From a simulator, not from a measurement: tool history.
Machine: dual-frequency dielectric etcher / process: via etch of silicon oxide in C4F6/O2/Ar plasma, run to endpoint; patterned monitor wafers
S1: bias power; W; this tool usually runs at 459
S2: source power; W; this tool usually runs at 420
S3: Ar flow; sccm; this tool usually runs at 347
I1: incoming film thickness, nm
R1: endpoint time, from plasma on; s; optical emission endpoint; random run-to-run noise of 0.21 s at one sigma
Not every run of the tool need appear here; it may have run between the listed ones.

run	hour	S1	S2	S3	I1	R1
1	0.0	459	420	347	116.4	26.7
2	71.5	459	420	347	117.9	26.9
3	124.8	459	420	347	118.1	27.2
4	216.1	459	420	347	117.4	27.1
5	316.4	459	420	347	117.3	27.4
6	382.1	459	420	347	115.9	27.3
7	466.1	459	400	347	116.6	27.7
8	509.6	459	420	347	117.5	28.0
# hour 573.7: wet clean of the chamber
9	574.2	459	420	347	119.0	26.6
10	612.7	459	420	347	118.3	27.3
11	717.6	459	420	305	118.4	26.3
12	809.8	459	420	305	117.6	26.7
13	879.7	459	470	347	117.4	26.3
14	940.5	459	470	347	118.2	26.7
# hour 971.8: Ar flow controller replaced
15	1016.0	360	420	347	118.2	29.2
16	1058.4	549	460	347	118.1	25.7
# hour 1101.4: source power generator calibrated
# hour 1123.5: wet clean of the chamber
17	1124.0	405	520	391	117.9	26.1
18	1176.9	459	420	347	116.7	26.2
# hour 1213.4: upper electrode replaced
19	1237.5	459	420	347	116.8	26.2
20	1309.8	459	420	347	118.0	27.1
21	1392.8	500	420	347	118.1	26.2
# hour 1416.2: bias power generator calibrated
22	1438.7	459	420	347	117.7	27.2
23	1480.6	459	420	380	117.7	27.7
24	1585.6	375	420	347	118.4	29.4
25	1664.9	459	460	347	115.7	26.6
# hour 1690.5: wet clean of the chamber
26	1747.5	459	420	347	118.2	26.7
27	1854.5	533	330	347	116.4	26.8
28	1944.9	522	340	404	116.9	28.0

Branching from run 28: 3 alternative next runs. What would each branch give?
A	1945.3	371	420	347	119.0	?
B	1945.3	459	520	347	119.0	?
C	1945.3	398	330	411	119.0	?

run	R1
A	29.0
B	25.8
C	30.8
What these runs would have given with no unlogged condition in the tool:
run	R1
A	28.4
B	25.3
C	30.2

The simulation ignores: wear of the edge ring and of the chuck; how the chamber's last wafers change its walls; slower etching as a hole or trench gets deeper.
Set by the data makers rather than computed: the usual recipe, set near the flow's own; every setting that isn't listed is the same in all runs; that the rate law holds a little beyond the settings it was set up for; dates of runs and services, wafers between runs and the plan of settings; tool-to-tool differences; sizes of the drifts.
